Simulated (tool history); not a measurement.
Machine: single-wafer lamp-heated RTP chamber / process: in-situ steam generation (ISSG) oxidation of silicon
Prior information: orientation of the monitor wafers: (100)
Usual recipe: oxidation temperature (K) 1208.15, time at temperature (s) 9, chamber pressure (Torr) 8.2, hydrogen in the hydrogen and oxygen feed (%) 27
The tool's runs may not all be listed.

| run | hour | oxidation temperature (K) | time at temperature (s) | chamber pressure (Torr) | hydrogen in the hydrogen and oxygen feed (%) | wafers since the last listed run | wafers since the last pyrometer calibration | hours since the pressure gauge was zeroed | hours since the hydrogen flow controller was replaced | hours since the gauge calibration | read-back reference wafer on the same gauge, thickness | oxide thickness on the monitor wafer (nm) |
|---|---|---|---|---|---|---|---|---|---|---|---|---|
| 1 | 0 | 1208.15 | 9 | 8.2 | 27 | 0 | 4444 | 1316.7 | 4807.8 | 248.6 | 4.27 | 3.875 |
| 2 | 86.5 | 1208.15 | 7 | 8.2 | 27 | 696 | 5141 | 1403.2 | 4894.3 | 335.1 | 4.267 | 3.564 |
| 3 | 111.9 | 1208.15 | 7 | 8.2 | 27 | 204 | 5345 | 1428.6 | 4919.7 | 360.5 | 4.267 | 3.565 |
| 4 | 141.9 | 1208.15 | 9 | 9.1 | 27 | 241 | 5587 | 1458.6 | 4949.7 | 390.5 | 4.271 | 3.835 |
|  | 174.5 | hydrogen flow controller replaced |
| 5 | 175 | 1208.15 | 9 | 9.1 | 27 | 202 | 5789 | 1491.7 | 0.5 | 423.6 | 4.271 | 3.829 |
|  | 214.6 | gauge calibrated |
| 6 | 261.9 | 1208.15 | 9 | 7.2 | 27 | 699 | 6489 | 1578.6 | 87.4 | 47.3 | 4.273 | 3.903 |
| 7 | 284.5 | 1208.15 | 9 | 7.2 | 27 | 181 | 6671 | 1601.2 | 110 | 69.9 | 4.27 | 3.899 |
|  | 298.2 | pyrometer window cleaned and pyrometer calibrated |
| 8 | 302.2 | 1208.15 | 9 | 8.2 | 32 | 78 | 31 | 1618.9 | 127.7 | 87.6 | 4.267 | 4.018 |
| 9 | 317.7 | 1197.15 | 11 | 9.6 | 31 | 124 | 156 | 1634.4 | 143.2 | 103.1 | 4.269 | 4.054 |
| 10 | 347.1 | 1208.15 | 7 | 7.2 | 32 | 236 | 393 | 1663.8 | 172.6 | 132.5 | 4.268 | 3.726 |
|  | 371.5 | pressure gauge zeroed |
| 11 | 372 | 1191.15 | 9 | 8.2 | 27 | 136 | 529 | 0.5 | 197.5 | 157.4 | 4.268 | 3.713 |
| 12 | 386.5 | 1208.15 | 7 | 7.2 | 32 | 116 | 646 | 15 | 212 | 171.9 | 4.268 | 3.731 |
| 13 | 399.8 | 1190.15 | 7 | 8.2 | 20 | 107 | 753 | 28.3 | 225.3 | 185.2 | 4.265 | 3.147 |
| 14 | 464.3 | 1208.15 | 12 | 8.2 | 23 | 519 | 1272 | 92.8 | 289.8 | 249.7 | 4.269 | 4.072 |
| 15 | 492.7 | 1203.15 | 9 | 8.2 | 27 | 228 | 1501 | 121.2 | 318.2 | 278.1 | 4.27 | 3.794 |

List, for all runs, the conditions of the tool that the log does not record:
true pressure minus gauge reading, Torr: 0 across all the runs
deviation of the hydrogen flow from its setpoint, %: 0 across all the runs
gauge reads high (%): 0 across all the runs
H1: true wafer temperature minus pyrometer reading, K
| run | H1 |
|---|---|
| 1 | 6.92 |
| 2 | 7.93 |
| 3 | 8.22 |
| 4 | 8.57 |
| 5 | 8.96 |
| 6 | 9.97 |
| 7 | 10.2 |
| 8 | 1.34 |
| 9 | 1.52 |
| 10 | 1.86 |
| 11 | 2.15 |
| 12 | 2.32 |
| 13 | 2.48 |
| 14 | 3.23 |
| 15 | 3.56 |
